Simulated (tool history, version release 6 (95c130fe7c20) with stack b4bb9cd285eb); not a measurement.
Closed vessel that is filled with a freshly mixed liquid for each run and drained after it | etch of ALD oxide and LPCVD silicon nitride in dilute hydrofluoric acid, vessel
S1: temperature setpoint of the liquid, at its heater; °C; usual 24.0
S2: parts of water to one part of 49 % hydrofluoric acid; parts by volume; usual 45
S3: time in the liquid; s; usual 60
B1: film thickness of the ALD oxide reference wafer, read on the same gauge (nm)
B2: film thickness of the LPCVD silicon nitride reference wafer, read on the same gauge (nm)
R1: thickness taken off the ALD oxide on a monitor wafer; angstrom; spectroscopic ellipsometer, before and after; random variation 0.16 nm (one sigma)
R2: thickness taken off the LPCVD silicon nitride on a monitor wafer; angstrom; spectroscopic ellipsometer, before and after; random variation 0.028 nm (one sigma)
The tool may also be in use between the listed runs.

Run 1, hour 0.0: usual settings; B1 89.95; B2 89.994. Result: R1 298.3 angstrom, R2 5.82 angstrom.
Run 2, hour 52.3: usual settings but S1 21.5 °C, S3 40 s; B1 89.96; B2 90.017. Result: R1 181.5 angstrom, R2 3.69 angstrom.
Run 3, hour 115.4: usual settings but S1 21.5 °C, S3 40 s; B1 90.04; B2 89.999. Result: R1 181.5 angstrom, R2 3.42 angstrom.
Run 4, hour 183.6: usual settings but S1 21.5 °C, S3 40 s; B1 89.99; B2 90.031. Result: R1 178.4 angstrom, R2 3.31 angstrom.
Run 5, hour 212.6: usual settings; B1 90.07; B2 89.992. Result: R1 298.2 angstrom, R2 5.56 angstrom.
Run 6, hour 250.1: usual settings; B1 90.01; B2 89.985. Result: R1 300.1 angstrom, R2 5.80 angstrom.
Run 7, hour 288.6: usual settings; B1 89.96; B2 90.021. Result: R1 298.8 angstrom, R2 5.92 angstrom.
Run 8, hour 335.1: usual settings but S2 35 parts by volume; B1 90.00; B2 90.008. Result: R1 383.4 angstrom, R2 7.84 angstrom.
Run 9, hour 376.4: usual settings but S2 35 parts by volume; B1 90.01; B2 90.019. Result: R1 390.9 angstrom, R2 7.41 angstrom.
Run 10, hour 434.4: usual settings but S2 35 parts by volume; B1 90.03; B2 90.010. Result: R1 390.4 angstrom, R2 7.42 angstrom.
Run 11, hour 502.4: usual settings; B1 89.97; B2 89.997. Result: R1 297.8 angstrom, R2 5.81 angstrom.
At hour 503.1: gauge calibrated.
Run 12, hour 562.0: usual settings; B1 89.96; B2 90.023. Result: R1 297.8 angstrom, R2 5.67 angstrom.
At hour 607.2: thermometer replaced.
Run 13, hour 622.5: usual settings but S1 27.5 °C, S2 35 parts by volume, S3 95 s; B1 89.99; B2 89.999. Result: R1 716.6 angstrom, R2 15.02 angstrom.
Run 14, hour 656.1: usual settings but S1 22.5 °C, S3 85 s; B1 90.03; B2 90.001. Result: R1 396.6 angstrom, R2 7.47 angstrom.
Run 15, hour 680.9: usual settings but S1 20.5 °C, S2 30 parts by volume, S3 85 s; B1 90.01; B2 90.007. Result: R1 560.7 angstrom, R2 9.65 angstrom.
Run 16, hour 734.9: usual settings but S1 26.5 °C, S2 30 parts by volume; B1 89.97; B2 89.995. Result: R1 504.4 angstrom, R2 10.50 angstrom.
At hour 746.7: hydrofluoric acid flow meter replaced.
Run 17, hour 804.8: usual settings but S1 20.0 °C, S3 35 s; B1 89.99; B2 90.001. Result: R1 146.5 angstrom, R2 2.59 angstrom.
Run 18, hour 871.7: usual settings but S1 22.0 °C; B1 89.98; B2 89.987. Result: R1 276.2 angstrom, R2 4.96 angstrom.
Run 19, hour 974.6: usual settings; B1 90.00; B2 90.014. Result: R1 297.9 angstrom, R2 6.50 angstrom.
Run 20, hour 1021.7: usual settings but S1 21.0 °C, S3 95 s; B1 90.03; B2 89.985. Result: R1 418.2 angstrom, R2 7.68 angstrom.
Run 21, hour 1074.3: usual settings but S1 22.0 °C, S2 55 parts by volume, S3 70 s; B1 90.00; B2 89.990. Result: R1 259.7 angstrom, R2 5.18 angstrom.
Run 22, hour 1121.9: usual settings; B1 89.96; B2 90.005. Result: R1 298.6 angstrom, R2 5.94 angstrom.
Run 23, hour 1182.0: usual settings but S2 25 parts by volume, S3 70 s; B1 89.98; B2 90.006. Result: R1 642.1 angstrom, R2 11.80 angstrom.
Run 24, hour 1270.1: usual settings but S2 30 parts by volume, S3 95 s; B1 89.96; B2 89.981. Result: R1 726.0 angstrom, R2 13.69 angstrom.
Run 25, hour 1331.7: usual settings; B1 90.04; B2 90.014. Result: R1 297.3 angstrom, R2 5.76 angstrom.

4 ways to go on from here, each from the tool as it stands after run 25. What would each give?
Run A, hour 1332.4: usual settings but S1 27.0 °C; B1 ?; B2 ?. Result: R1 ?, R2 ?.
Run B, hour 1332.4: usual settings but S1 28.5 °C, S2 25 parts by volume, S3 80 s; B1 ?; B2 ?. Result: R1 ?, R2 ?.
Run C, hour 1332.4: usual settings but S1 29.0 °C, S2 50 parts by volume; B1 ?; B2 ?. Result: R1 ?, R2 ?.
Run D, hour 1332.4: usual settings but S1 20.0 °C, S3 45 s; B1 ?; B2 ?. Result: R1 ?, R2 ?.

run     B1      B2     R1     R2
  A  90.02  89.994  336.2   7.39
  B  90.02  89.994  883.3  19.29
  C  90.02  89.994  325.4   7.59
  D  90.02  89.994  188.6   3.45
Without the tool's hidden state the same runs would have given:
run     R1     R2
  A  336.2   7.39
  B  883.3  19.29
  C  325.4   7.59
  D  188.6   3.45
